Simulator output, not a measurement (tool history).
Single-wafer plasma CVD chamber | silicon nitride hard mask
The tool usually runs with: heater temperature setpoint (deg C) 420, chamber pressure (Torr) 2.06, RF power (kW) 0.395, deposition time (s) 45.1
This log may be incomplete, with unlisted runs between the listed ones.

run	hour	heater temperature setpoint (deg C)	chamber pressure (Torr)	RF power (kW)	deposition time (s)	wafers since the last listed run	hours since the last thermocouple change	hours since the last RF generator calibration	hours since the last manometer calibration	hours since the showerhead was replaced	hours since the gauge calibration	read-back reference wafer on the same gauge, thickness_nm	mean film thickness on the monitor wafer (angstrom)
1	0.0	420	2.06	0.395	45.1	0	934.6	1478.9	1897.5	3530.2	76.1	61.754	626.60
2	13.6	420	2.06	0.395	45.1	339	948.2	1492.5	1911.1	3543.8	89.7	61.787	625.51
3	37.9	420	2.06	0.395	45.1	607	972.5	1516.8	1935.4	3568.1	114.0	61.832	626.68
4	63.7	420	2.06	0.395	45.1	644	998.3	1542.6	1961.2	3593.9	139.8	61.810	630.27
5	87.2	420	2.06	0.395	45.1	587	1021.8	1566.1	1984.7	3617.4	163.3	61.765	627.84
6	118.6	420	2.06	0.395	38.1	784	1053.2	1597.5	2016.1	3648.8	194.7	61.766	528.84
# hour 182.8: RF generator calibrated
# hour 190.6: capacitance manometer re-zeroed and calibrated
7	192.3	420	2.06	0.395	38.1	1446	1126.9	9.5	1.7	3722.5	268.4	61.745	517.85
8	227.4	420	2.06	0.395	45.1	877	1162.0	44.6	36.8	3757.6	303.5	61.748	611.09
# hour 232.0: gauge calibrated
9	243.3	420	2.06	0.395	45.1	396	1177.9	60.5	52.7	3773.5	11.3	61.787	611.94
# hour 251.3: RF generator calibrated, repeated, since the last time left the tool worse
10	261.8	420	2.06	0.395	45.1	263	1196.4	10.5	71.2	3792.0	29.8	61.779	640.01
11	293.1	431	1.57	0.440	45.1	782	1227.7	41.8	102.5	3823.3	61.1	61.803	585.92
12	328.4	420	2.50	0.395	51.6	882	1263.0	77.1	137.8	3858.6	96.4	61.785	791.34
# hour 349.3: showerhead replaced
# hour 419.6: thermocouple changed; heater temperature recalibrated
13	420.1	420	1.60	0.445	39.1	1892	0.5	168.8	229.5	70.8	188.1	61.798	519.30
14	441.6	408	1.82	0.395	45.1	537	22.0	190.3	251.0	92.3	209.6	61.805	607.15
15	458.8	420	1.86	0.440	37.3	429	39.2	207.5	268.2	109.5	226.8	61.800	532.11
16	494.4	429	2.27	0.360	51.7	889	74.8	243.1	303.8	145.1	262.4	61.820	724.55
# hour 531.2: gauge calibrated
17	540.6	420	2.06	0.395	45.1	1154	121.0	289.3	350.0	191.3	9.4	61.791	637.27

Below are 5 alternative next runs, each starting from the tool's condition after run 17. Predict each:
A	541.0	420	2.06	0.420	45.1	9	121.4	289.7	350.4	191.7	9.8	?	?
B	541.0	412	2.06	0.415	45.1	9	121.4	289.7	350.4	191.7	9.8	?	?
C	541.0	410	2.06	0.395	49.2	9	121.4	289.7	350.4	191.7	9.8	?	?
D	541.0	420	1.65	0.395	45.1	9	121.4	289.7	350.4	191.7	9.8	?	?
E	541.0	420	2.06	0.395	49.5	9	121.4	289.7	350.4	191.7	9.8	?	?

run	read-back reference wafer on the same gauge, thickness_nm	mean film thickness on the monitor wafer (angstrom)
A	61.768	656.52
B	61.768	654.99
C	61.768	698.55
D	61.768	570.45
E	61.768	699.89
Had the tool no hidden state, the same runs would have come out as:
run	mean film thickness on the monitor wafer (angstrom)
A	662.12
B	660.57
C	704.57
D	575.36
E	705.91
